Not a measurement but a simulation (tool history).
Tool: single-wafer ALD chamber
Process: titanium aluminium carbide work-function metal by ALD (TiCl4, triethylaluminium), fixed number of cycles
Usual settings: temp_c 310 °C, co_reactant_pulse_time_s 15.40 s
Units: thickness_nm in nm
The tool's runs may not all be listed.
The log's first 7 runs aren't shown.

run	hour	temp_c	co_reactant_pulse_time_s	wafers since the last listed run	hours since the last thermocouple change	hours since the last triethylaluminium bottle change	hours since the showerhead was replaced	hours since the gauge calibration	read-back reference wafer on the same gauge, thickness_nm	thickness_nm
8	148.2	310	15.40	264	966.7	295.6	7268.1	440.9	1.781	2.048
9	176.2	310	15.40	304	994.7	323.6	7296.1	468.9	1.780	2.040
10	199.2	310	15.40	250	1017.7	346.6	7319.1	491.9	1.778	2.049
11	226.2	320	15.40	293	1044.7	373.6	7346.1	518.9	1.780	2.127
# hour 228.8: gauge calibrated
12	241.9	320	15.40	170	1060.4	389.3	7361.8	13.1	1.780	2.123
13	265.5	320	15.40	256	1084.0	412.9	7385.4	36.7	1.781	2.119
14	288.3	310	17.11	248	1106.8	435.7	7408.2	59.5	1.781	2.057
15	307.2	310	15.40	205	1125.7	454.6	7427.1	78.4	1.782	2.025
16	335.4	310	19.66	306	1153.9	482.8	7455.3	106.6	1.780	2.063
# hour 363.3: showerhead replaced
17	366.2	323	9.49	248	1184.7	513.6	2.9	137.4	1.780	1.803
18	390.3	310	17.11	262	1208.8	537.7	27.0	161.5	1.778	2.048
# hour 399.3: thermocouple changed; heater temperature recalibrated
19	411.8	310	11.79	146	12.5	559.2	48.5	183.0	1.781	1.900
20	440.5	295	17.96	312	41.2	587.9	77.2	211.7	1.780	1.905
# hour 468.4: triethylaluminium bottle replaced
21	472.6	310	13.26	262	73.3	4.2	109.3	243.8	1.780	1.736
22	526.3	302	17.01	584	127.0	57.9	163.0	297.5	1.779	1.821
23	553.6	324	12.72	297	154.3	85.2	190.3	324.8	1.779	1.727
24	578.9	303	11.20	275	179.6	110.5	215.6	350.1	1.779	1.428
# hour 661.1: triethylaluminium bottle replaced, repeated, since the last time left the tool worse
25	666.2	316	13.53	862	266.9	5.1	302.9	437.4	1.780	2.093
26	693.1	317	18.47	292	293.8	32.0	329.8	464.3	1.780	2.137
# hour 711.6: gauge calibrated
27	727.2	315	20.96	371	327.9	66.1	363.9	15.6	1.779	2.107
28	745.8	310	15.40	202	346.5	84.7	382.5	34.2	1.779	2.064
29	774.6	300	18.78	313	375.3	113.5	411.3	63.0	1.781	1.981
30	805.1	314	12.46	331	405.8	144.0	441.8	93.5	1.780	2.035
31	820.6	324	17.85	168	421.3	159.5	457.3	109.0	1.778	2.178
32	835.3	319	17.46	159	436.0	174.2	472.0	123.7	1.779	2.154

Forecast each of these 5 alternatives for the next run:
A	835.7	310	15.40	4	436.4	174.6	472.4	124.1	?	?
B	835.7	298	12.69	4	436.4	174.6	472.4	124.1	?	?
C	835.7	303	15.40	4	436.4	174.6	472.4	124.1	?	?
D	835.7	304	12.22	4	436.4	174.6	472.4	124.1	?	?
E	835.7	325	15.40	4	436.4	174.6	472.4	124.1	?	?

run	read-back reference wafer on the same gauge, thickness_nm	thickness_nm
A	1.779	2.051
B	1.779	1.910
C	1.779	1.991
D	1.779	1.947
E	1.779	2.181
Without the tool's hidden state the same runs would have given:
run	thickness_nm
A	2.058
B	1.928
C	1.998
D	1.968
E	2.188
